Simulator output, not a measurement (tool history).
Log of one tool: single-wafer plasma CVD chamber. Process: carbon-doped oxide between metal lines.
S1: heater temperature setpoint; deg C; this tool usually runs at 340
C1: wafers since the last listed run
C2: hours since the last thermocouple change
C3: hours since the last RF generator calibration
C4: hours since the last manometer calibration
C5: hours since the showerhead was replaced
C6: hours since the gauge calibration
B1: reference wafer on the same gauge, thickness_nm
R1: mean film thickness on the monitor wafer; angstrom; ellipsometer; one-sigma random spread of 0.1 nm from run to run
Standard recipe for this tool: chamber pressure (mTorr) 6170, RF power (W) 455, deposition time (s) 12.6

{"run": 1, "hour": 0.0, "S1": 340, "chamber pressure (mTorr)": 6170, "RF power (W)": 455, "deposition time (s)": 12.6, "C1": 0, "C2": 1669.7, "C3": 1501.5, "C4": 1159.0, "C5": 4726.9, "C6": 82.0, "B1": 71.704, "R1": 653.51}
{"run": 2, "hour": 7.5, "S1": 340, "chamber pressure (mTorr)": 6170, "RF power (W)": 455, "deposition time (s)": 12.6, "C1": 209, "C2": 1677.2, "C3": 1509.0, "C4": 1166.5, "C5": 4734.4, "C6": 89.5, "B1": 71.749, "R1": 652.76}
{"run": 3, "hour": 22.7, "S1": 340, "chamber pressure (mTorr)": 6170, "RF power (W)": 455, "deposition time (s)": 12.6, "C1": 423, "C2": 1692.4, "C3": 1524.2, "C4": 1181.7, "C5": 4749.6, "C6": 104.7, "B1": 71.682, "R1": 652.64}
{"run": 4, "hour": 32.7, "S1": 340, "chamber pressure (mTorr)": 6170, "RF power (W)": 455, "deposition time (s)": 12.6, "C1": 278, "C2": 1702.4, "C3": 1534.2, "C4": 1191.7, "C5": 4759.6, "C6": 114.7, "B1": 71.676, "R1": 650.74}
{"run": 5, "hour": 43.1, "S1": 340, "chamber pressure (mTorr)": 6170, "RF power (W)": 455, "deposition time (s)": 12.6, "C1": 289, "C2": 1712.8, "C3": 1544.6, "C4": 1202.1, "C5": 4770.0, "C6": 125.1, "B1": 71.739, "R1": 649.23}
{"run": 6, "hour": 49.8, "S1": 340, "chamber pressure (mTorr)": 6170, "RF power (W)": 455, "deposition time (s)": 12.6, "C1": 186, "C2": 1719.5, "C3": 1551.3, "C4": 1208.8, "C5": 4776.7, "C6": 131.8, "B1": 71.702, "R1": 651.53}
{"run": 7, "hour": 94.4, "S1": 340, "chamber pressure (mTorr)": 6170, "RF power (W)": 455, "deposition time (s)": 12.6, "C1": 1243, "C2": 1764.1, "C3": 1595.9, "C4": 1253.4, "C5": 4821.3, "C6": 176.4, "B1": 71.709, "R1": 649.8}
{"run": 8, "hour": 106.0, "S1": 340, "chamber pressure (mTorr)": 5810, "RF power (W)": 455, "deposition time (s)": 12.6, "C1": 323, "C2": 1775.7, "C3": 1607.5, "C4": 1265.0, "C5": 4832.9, "C6": 188.0, "B1": 71.655, "R1": 643.96}
{"hour": 112.1, "done": "gauge calibrated"}
{"hour": 127.2, "done": "thermocouple changed; heater temperature recalibrated"}
{"run": 9, "hour": 127.7, "S1": 340, "chamber pressure (mTorr)": 5810, "RF power (W)": 455, "deposition time (s)": 12.6, "C1": 381, "C2": 0.5, "C3": 1629.2, "C4": 1286.7, "C5": 4854.6, "C6": 15.6, "B1": 71.753, "R1": 643.07}
{"run": 10, "hour": 129.0, "S1": 340, "chamber pressure (mTorr)": 6170, "RF power (W)": 455, "deposition time (s)": 12.6, "C1": 36, "C2": 1.8, "C3": 1630.5, "C4": 1288.0, "C5": 4855.9, "C6": 16.9, "B1": 71.746, "R1": 646.99}
{"hour": 147.3, "done": "showerhead replaced"}
{"run": 11, "hour": 147.8, "S1": 340, "chamber pressure (mTorr)": 6170, "RF power (W)": 455, "deposition time (s)": 12.6, "C1": 301, "C2": 20.6, "C3": 1649.3, "C4": 1306.8, "C5": 0.5, "C6": 35.7, "B1": 71.714, "R1": 647.16}
{"run": 12, "hour": 161.4, "S1": 340, "chamber pressure (mTorr)": 6170, "RF power (W)": 455, "deposition time (s)": 14.5, "C1": 379, "C2": 34.2, "C3": 1662.9, "C4": 1320.4, "C5": 14.1, "C6": 49.3, "B1": 71.666, "R1": 740.28}
{"hour": 169.9, "done": "capacitance manometer re-zeroed and calibrated"}
{"run": 13, "hour": 172.3, "S1": 331, "chamber pressure (mTorr)": 4710, "RF power (W)": 425, "deposition time (s)": 12.6, "C1": 80, "C2": 45.1, "C3": 1673.8, "C4": 2.4, "C5": 25.0, "C6": 60.2, "B1": 71.644, "R1": 606.79}
{"run": 14, "hour": 182.3, "S1": 332, "chamber pressure (mTorr)": 6560, "RF power (W)": 400, "deposition time (s)": 15.0, "C1": 278, "C2": 55.1, "C3": 1683.8, "C4": 12.4, "C5": 35.0, "C6": 70.2, "B1": 71.699, "R1": 708.49}
{"run": 15, "hour": 194.7, "S1": 331, "chamber pressure (mTorr)": 4710, "RF power (W)": 425, "deposition time (s)": 12.6, "C1": 345, "C2": 67.5, "C3": 1696.2, "C4": 24.8, "C5": 47.4, "C6": 82.6, "B1": 71.671, "R1": 603.34}
{"run": 16, "hour": 204.0, "S1": 340, "chamber pressure (mTorr)": 6170, "RF power (W)": 455, "deposition time (s)": 12.6, "C1": 259, "C2": 76.8, "C3": 1705.5, "C4": 34.1, "C5": 56.7, "C6": 91.9, "B1": 71.709, "R1": 644.55}
{"hour": 218.9, "done": "RF generator calibrated"}
{"run": 17, "hour": 219.4, "S1": 340, "chamber pressure (mTorr)": 4920, "RF power (W)": 455, "deposition time (s)": 14.9, "C1": 206, "C2": 92.2, "C3": 0.5, "C4": 49.5, "C5": 72.1, "C6": 107.3, "B1": 71.673, "R1": 771.09}
{"run": 18, "hour": 229.9, "S1": 340, "chamber pressure (mTorr)": 4890, "RF power (W)": 400, "deposition time (s)": 12.6, "C1": 292, "C2": 102.7, "C3": 11.0, "C4": 60.0, "C5": 82.6, "C6": 117.8, "B1": 71.704, "R1": 589.26}
{"run": 19, "hour": 245.6, "S1": 327, "chamber pressure (mTorr)": 5160, "RF power (W)": 395, "deposition time (s)": 10.8, "C1": 437, "C2": 118.4, "C3": 26.7, "C4": 75.7, "C5": 98.3, "C6": 133.5, "B1": 71.714, "R1": 525.47}
{"run": 20, "hour": 260.8, "S1": 346, "chamber pressure (mTorr)": 6170, "RF power (W)": 455, "deposition time (s)": 12.6, "C1": 423, "C2": 133.6, "C3": 41.9, "C4": 90.9, "C5": 113.5, "C6": 148.7, "B1": 71.76, "R1": 661.86}
{"run": 21, "hour": 278.7, "S1": 340, "chamber pressure (mTorr)": 6170, "RF power (W)": 455, "deposition time (s)": 12.6, "C1": 499, "C2": 151.5, "C3": 59.8, "C4": 108.8, "C5": 131.4, "C6": 166.6, "B1": 71.704, "R1": 672.14}
{"run": 22, "hour": 286.9, "S1": 340, "chamber pressure (mTorr)": 7270, "RF power (W)": 430, "deposition time (s)": 12.6, "C1": 228, "C2": 159.7, "C3": 68.0, "C4": 117.0, "C5": 139.6, "C6": 174.8, "B1": 71.692, "R1": 651.95}

List, for all runs, the conditions of the tool that the log does not record:
wafer temperature above the value expected at the setpoint (K): 0 at every run
true pressure above the setpoint (%): 0 at every run
gauge reads high (%): 0 at every run
H1: delivered RF power above the setpoint (%)
run=1 H1=-5.45
run=2 H1=-5.5
run=3 H1=-5.61
run=4 H1=-5.69
run=5 H1=-5.77
run=6 H1=-5.82
run=7 H1=-6.15
run=8 H1=-6.24
run=9 H1=-6.41
run=10 H1=-6.42
run=11 H1=-6.57
run=12 H1=-6.68
run=13 H1=-6.77
run=14 H1=-6.85
run=15 H1=-6.95
run=16 H1=-7.03
run=17 H1=-1.8
run=18 H1=-1.8
run=19 H1=-1.8
run=20 H1=-1.8
run=21 H1=-1.81
run=22 H1=-1.81
